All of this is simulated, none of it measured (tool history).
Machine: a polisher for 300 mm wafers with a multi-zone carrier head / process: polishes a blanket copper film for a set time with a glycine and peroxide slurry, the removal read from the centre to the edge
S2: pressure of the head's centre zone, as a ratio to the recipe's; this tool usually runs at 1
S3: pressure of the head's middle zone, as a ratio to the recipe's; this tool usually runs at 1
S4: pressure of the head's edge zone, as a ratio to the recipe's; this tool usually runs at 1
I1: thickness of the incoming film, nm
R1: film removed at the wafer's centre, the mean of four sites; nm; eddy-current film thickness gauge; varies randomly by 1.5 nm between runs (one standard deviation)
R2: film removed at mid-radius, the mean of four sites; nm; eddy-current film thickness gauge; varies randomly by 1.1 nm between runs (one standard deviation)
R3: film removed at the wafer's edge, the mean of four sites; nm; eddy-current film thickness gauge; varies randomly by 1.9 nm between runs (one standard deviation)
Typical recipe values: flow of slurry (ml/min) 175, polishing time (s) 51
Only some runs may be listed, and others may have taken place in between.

run 1 hour=0 | flow_of_slurry_(ml/min)=230 S2=0.95 S3=1 S4=0.93 polishing_time_(s)=43 | I1=1266.7 | R1=136.5 R2=144.7 R3=139.2
run 2 hour=24.6 | flow_of_slurry_(ml/min)=160 S2=1 S3=0.89 S4=1 polishing_time_(s)=62 | I1=1254.5 | R1=194.7 R2=184.8 R3=197
run 3 hour=45.8 | flow_of_slurry_(ml/min)=175 S2=1 S3=1.04 S4=1 polishing_time_(s)=51 | I1=1242.8 | R1=160.9 R2=171.6 R3=160.2
-- hour=61.3 worn pad replaced by a new one
run 4 hour=80.1 | flow_of_slurry_(ml/min)=175 S2=1 S3=1 S4=1.08 polishing_time_(s)=41 | I1=1264.3 | R1=130.4 R2=131.7 R3=135.6
-- hour=114.4 edge zone pressure recalibrated
run 5 hour=115 | flow_of_slurry_(ml/min)=130 S2=0.89 S3=1 S4=1.07 polishing_time_(s)=51 | I1=1258.3 | R1=137.1 R2=158.7 R3=160.6
run 6 hour=143.3 | flow_of_slurry_(ml/min)=150 S2=1 S3=1.07 S4=0.89 polishing_time_(s)=60 | I1=1264.5 | R1=187.1 R2=197.9 R3=183.2
run 7 hour=172.1 | flow_of_slurry_(ml/min)=205 S2=1.05 S3=0.97 S4=1 polishing_time_(s)=40 | I1=1256.3 | R1=136.7 R2=129.3 R3=127.4
-- hour=207.5 carrier head's membrane replaced by a new one
run 8 hour=226.7 | flow_of_slurry_(ml/min)=175 S2=1 S3=1.03 S4=1 polishing_time_(s)=65 | I1=1238.8 | R1=208.6 R2=216.1 R3=204.6
run 9 hour=256.6 | flow_of_slurry_(ml/min)=145 S2=1 S3=0.89 S4=1.07 polishing_time_(s)=66 | I1=1251.3 | R1=204.3 R2=189.5 R3=210.3
run 10 hour=276.3 | flow_of_slurry_(ml/min)=175 S2=1 S3=1 S4=1 polishing_time_(s)=51 | I1=1241.2 | R1=162.2 R2=163.7 R3=164.3
-- hour=304.5 worn pad replaced by a new one
run 11 hour=307.4 | flow_of_slurry_(ml/min)=175 S2=1 S3=1 S4=1 polishing_time_(s)=51 | I1=1266.4 | R1=161.4 R2=165 R3=165
run 12 hour=335.9 | flow_of_slurry_(ml/min)=175 S2=1 S3=1 S4=1 polishing_time_(s)=51 | I1=1240.3 | R1=160.1 R2=164.1 R3=161.4
run 13 hour=358 | flow_of_slurry_(ml/min)=175 S2=0.88 S3=0.91 S4=1 polishing_time_(s)=57 | I1=1233.3 | R1=159.9 R2=171.8 R3=181.6
run 14 hour=377.7 | flow_of_slurry_(ml/min)=175 S2=1 S3=0.95 S4=0.94 polishing_time_(s)=51 | I1=1244.5 | R1=162.1 R2=158.8 R3=157.2
run 15 hour=403.2 | flow_of_slurry_(ml/min)=155 S2=1 S3=0.94 S4=0.92 polishing_time_(s)=40 | I1=1255.1 | R1=124.8 R2=119.9 R3=122.4
run 16 hour=434.6 | flow_of_slurry_(ml/min)=175 S2=1 S3=0.9 S4=1 polishing_time_(s)=51 | I1=1266.8 | R1=161.1 R2=153.5 R3=159.9
run 17 hour=456.3 | flow_of_slurry_(ml/min)=175 S2=1 S3=0.95 S4=1 polishing_time_(s)=38 | I1=1258.6 | R1=120.3 R2=118.6 R3=119.2
run 18 hour=470.7 | flow_of_slurry_(ml/min)=145 S2=0.9 S3=1 S4=1 polishing_time_(s)=51 | I1=1244.8 | R1=141.4 R2=158.5 R3=160.6
-- hour=493.1 centre zone pressure recalibrated
run 19 hour=494.7 | flow_of_slurry_(ml/min)=175 S2=1 S3=1 S4=1 polishing_time_(s)=51 | I1=1240.9 | R1=159.6 R2=162.3 R3=161.9
run 20 hour=530 | flow_of_slurry_(ml/min)=175 S2=1.07 S3=1 S4=1 polishing_time_(s)=67 | I1=1246 | R1=223.4 R2=213.7 R3=216.3
-- hour=534.6 edge zone pressure recalibrated
-- hour=569 worn pad replaced by a new one
run 21 hour=569.5 | flow_of_slurry_(ml/min)=175 S2=1 S3=1 S4=1 polishing_time_(s)=51 | I1=1239.1 | R1=159.1 R2=163 R3=159.8
run 22 hour=584.6 | flow_of_slurry_(ml/min)=205 S2=0.9 S3=1 S4=1.06 polishing_time_(s)=65 | I1=1243.3 | R1=189.3 R2=211.9 R3=214.2
run 23 hour=600.9 | flow_of_slurry_(ml/min)=175 S2=0.96 S3=1 S4=0.93 polishing_time_(s)=51 | I1=1252.5 | R1=152.2 R2=162.8 R3=156.4

Predict each of these 3 candidate next runs independently; none follows another, all start after run 23:
run A hour=601.3 | flow_of_slurry_(ml/min)=175 S2=1 S3=1 S4=1 polishing_time_(s)=51 | I1=1236.1 | R1=? R2=? R3=?
run B hour=601.3 | flow_of_slurry_(ml/min)=210 S2=1 S3=1.05 S4=1.11 polishing_time_(s)=58 | I1=1236.1 | R1=? R2=? R3=?
run C hour=601.3 | flow_of_slurry_(ml/min)=145 S2=0.93 S3=1 S4=1 polishing_time_(s)=51 | I1=1236.1 | R1=? R2=? R3=?

run=A R1=157.5 R2=162.7 R3=159.1
run=B R1=185.3 R2=196.9 R3=191.2
run=C R1=140.8 R2=157 R3=155.1
Take away the tool's hidden state, keep each run's random variation, and the runs would have read:
run=A R1=161.9 R2=166.8 R3=161.9
run=B R1=189.6 R2=201 R3=194.2
run=C R1=145.6 R2=161.7 R3=158.3

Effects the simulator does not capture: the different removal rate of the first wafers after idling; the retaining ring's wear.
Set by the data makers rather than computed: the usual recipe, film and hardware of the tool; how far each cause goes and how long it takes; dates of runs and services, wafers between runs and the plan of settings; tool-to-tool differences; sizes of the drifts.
